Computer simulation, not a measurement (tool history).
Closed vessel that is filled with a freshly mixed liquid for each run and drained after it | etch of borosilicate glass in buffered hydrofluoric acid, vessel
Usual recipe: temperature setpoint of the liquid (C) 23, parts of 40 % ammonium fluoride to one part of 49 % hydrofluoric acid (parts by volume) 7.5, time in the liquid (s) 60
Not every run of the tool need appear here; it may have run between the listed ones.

| run | hour | temperature setpoint of the liquid (C) | parts of 40 % ammonium fluoride to one part of 49 % hydrofluoric acid (parts by volume) | time in the liquid (s) | wafers since the last listed run | hours since the thermometer was replaced | hours since the hydrofluoric acid flow meter was replaced | hours since the gauge calibration | read-back film thickness of the borosilicate glass reference wafer, read on the same gauge (nm) | thickness taken off the borosilicate glass on a monitor wafer (angstrom) |
|---|---|---|---|---|---|---|---|---|---|---|
| 1 | 0 | 23 | 7.5 | 60 | 0 | 1351.2 | 1442.3 | 189.4 | 50 | 737.5 |
| 2 | 30.5 | 23 | 7.5 | 60 | 1927 | 1381.7 | 1472.8 | 219.9 | 50.01 | 736.8 |
| 3 | 46.8 | 23 | 7.5 | 60 | 1030 | 1398 | 1489.1 | 236.2 | 50.01 | 723.4 |
| 4 | 61 | 23 | 7.5 | 60 | 897 | 1412.2 | 1503.3 | 250.4 | 50.01 | 728.4 |
|  | 77.5 | gauge calibrated |
| 5 | 83.9 | 23 | 7.5 | 60 | 1447 | 1435.1 | 1526.2 | 6.4 | 50 | 721.9 |
| 6 | 105 | 23 | 7.5 | 60 | 1333 | 1456.2 | 1547.3 | 27.5 | 50.01 | 724.4 |
| 7 | 122.6 | 23 | 7.5 | 60 | 1112 | 1473.8 | 1564.9 | 45.1 | 50.02 | 715.1 |
| 8 | 152.4 | 23 | 6 | 45 | 1883 | 1503.6 | 1594.7 | 74.9 | 50 | 689.8 |
|  | 165.9 | hydrofluoric acid flow meter replaced |
| 9 | 174.7 | 23 | 6 | 45 | 1346 | 1525.9 | 8.8 | 97.2 | 50 | 774.4 |
| 10 | 192.2 | 23 | 6 | 45 | 1105 | 1543.4 | 26.3 | 114.7 | 49.97 | 764.9 |
| 11 | 242.5 | 23 | 7.5 | 60 | 3178 | 1593.7 | 76.6 | 165 | 49.99 | 811.5 |
| 12 | 277 | 25.5 | 7.5 | 60 | 2180 | 1628.2 | 111.1 | 199.5 | 50.02 | 930.6 |
|  | 280 | thermometer replaced |
| 13 | 299 | 19.5 | 6.5 | 75 | 1327 | 19 | 133.1 | 221.5 | 49.99 | 1100 |
| 14 | 328.7 | 24.5 | 6 | 35 | 1876 | 48.7 | 162.8 | 251.2 | 50 | 719.4 |
|  | 329.6 | gauge calibrated |
| 15 | 350.6 | 20 | 7.5 | 30 | 1383 | 70.6 | 184.7 | 21 | 50.01 | 390.7 |
| 16 | 367.7 | 26 | 7.5 | 60 | 1080 | 87.7 | 201.8 | 38.1 | 50.01 | 1064.5 |
| 17 | 386.7 | 27.5 | 10 | 85 | 1200 | 106.7 | 220.8 | 57.1 | 49.99 | 1262.4 |
| 18 | 414 | 26 | 5.5 | 40 | 1725 | 134 | 248.1 | 84.4 | 50 | 958.2 |

Hidden condition of the tool, last listed run before each entry between runs versus first listed run after:
Run 4 -> run 5: gauge calibrated (hour 77.5)
  liquid colder than its thermometer reads (K): 2.27 -> 2.3; hydrofluoric acid flow below the setpoint (%): 12.6 -> 12.8
  the result without the hidden state subtracted from the measured one, thickness taken off the borosilicate glass on a monitor wafer (angstrom): -227.2 -> -229
Run 8 -> run 9: hydrofluoric acid flow meter replaced (hour 165.9)
  liquid colder than its thermometer reads (K): 2.4 -> 2.44; hydrofluoric acid flow below the setpoint (%): 13.4 -> 0.88
  the result without the hidden state subtracted from the measured one, thickness taken off the borosilicate glass on a monitor wafer (angstrom): -203.3 -> -115.6
Run 12 -> run 13: thermometer replaced (hour 280)
  liquid colder than its thermometer reads (K): 2.59 -> 0.0606; hydrofluoric acid flow below the setpoint (%): 1.72 -> 1.9
  the result without the hidden state subtracted from the measured one, thickness taken off the borosilicate glass on a monitor wafer (angstrom): -158.1 -> -22.9
Run 14 -> run 15: gauge calibrated (hour 329.6)
  liquid colder than its thermometer reads (K): 0.105 -> 0.137; hydrofluoric acid flow below the setpoint (%): 2.14 -> 2.32
  the result without the hidden state subtracted from the measured one, thickness taken off the borosilicate glass on a monitor wafer (angstrom): -18 -> -13.4
